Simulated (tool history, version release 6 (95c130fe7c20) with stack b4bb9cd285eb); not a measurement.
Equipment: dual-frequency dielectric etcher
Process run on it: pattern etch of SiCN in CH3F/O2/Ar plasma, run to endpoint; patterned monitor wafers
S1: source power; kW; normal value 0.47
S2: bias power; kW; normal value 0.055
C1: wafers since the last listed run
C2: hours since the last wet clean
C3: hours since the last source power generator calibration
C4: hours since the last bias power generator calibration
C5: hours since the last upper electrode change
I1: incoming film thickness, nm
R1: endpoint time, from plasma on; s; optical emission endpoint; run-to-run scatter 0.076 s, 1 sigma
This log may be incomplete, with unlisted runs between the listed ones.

run	hour	S1	S2	C1	C2	C3	C4	C5	I1	R1
1	0	0.47	0.055	0	296.1	2862.4	1923.9	4900.2	8.81	21.7
2	29.7	0.47	0.055	292	325.8	2892.1	1953.6	4929.9	8.79	22
3	43.5	0.47	0.055	135	339.6	2905.9	1967.4	4943.7	8.84	21.9
4	72.4	0.47	0.055	284	368.5	2934.8	1996.3	4972.6	8.79	22
5	97.7	0.47	0.055	249	393.8	2960.1	2021.6	4997.9	8.79	21.9
# hour 119.6: bias power generator calibrated
6	120.1	0.47	0.06	181	416.2	2982.5	0.5	5020.3	8.71	21.5
# hour 132.5: source power generator calibrated
7	138.5	0.47	0.06	141	434.6	6	18.9	5038.7	8.85	21.8
8	157.2	0.47	0.06	184	453.3	24.7	37.6	5057.4	8.83	21.8
9	192.3	0.47	0.05	345	488.4	59.8	72.7	5092.5	8.72	22.4
10	205	0.47	0.055	125	501.1	72.5	85.4	5105.2	8.77	22.4
11	231.8	0.36	0.055	263	527.9	99.3	112.2	5132	8.81	24.3
# hour 278.7: upper electrode replaced
12	279.2	0.55	0.065	230	575.3	146.7	159.6	0.5	8.82	20.7
13	279.5	0.52	0.042	2	575.6	147	159.9	0.8	8.74	22.5
# hour 308.1: wet clean of the chamber
14	308.6	0.51	0.065	50	0.5	176.1	189	29.9	8.82	20
15	330.3	0.47	0.065	213	22.2	197.8	210.7	51.6	8.87	20.6
16	357.5	0.53	0.055	267	49.4	225	237.9	78.8	8.8	20.3
17	379.4	0.52	0.048	215	71.3	246.9	259.8	100.7	8.81	21
18	397.7	0.47	0.068	180	89.6	265.2	278.1	119	8.8	20.4

Alternative continuations, all from the tool just after run 18; predict every row:
A	398.1	0.47	0.055	3	90	265.6	278.5	119.4	8.77	?
B	398.1	0.35	0.042	3	90	265.6	278.5	119.4	8.77	?
C	398.1	0.54	0.046	3	90	265.6	278.5	119.4	8.77	?

run	R1
A	21.2
B	24.3
C	20.8
Had the tool no hidden state, the same runs would have come out as:
run	R1
A	21.1
B	24.2
C	20.7
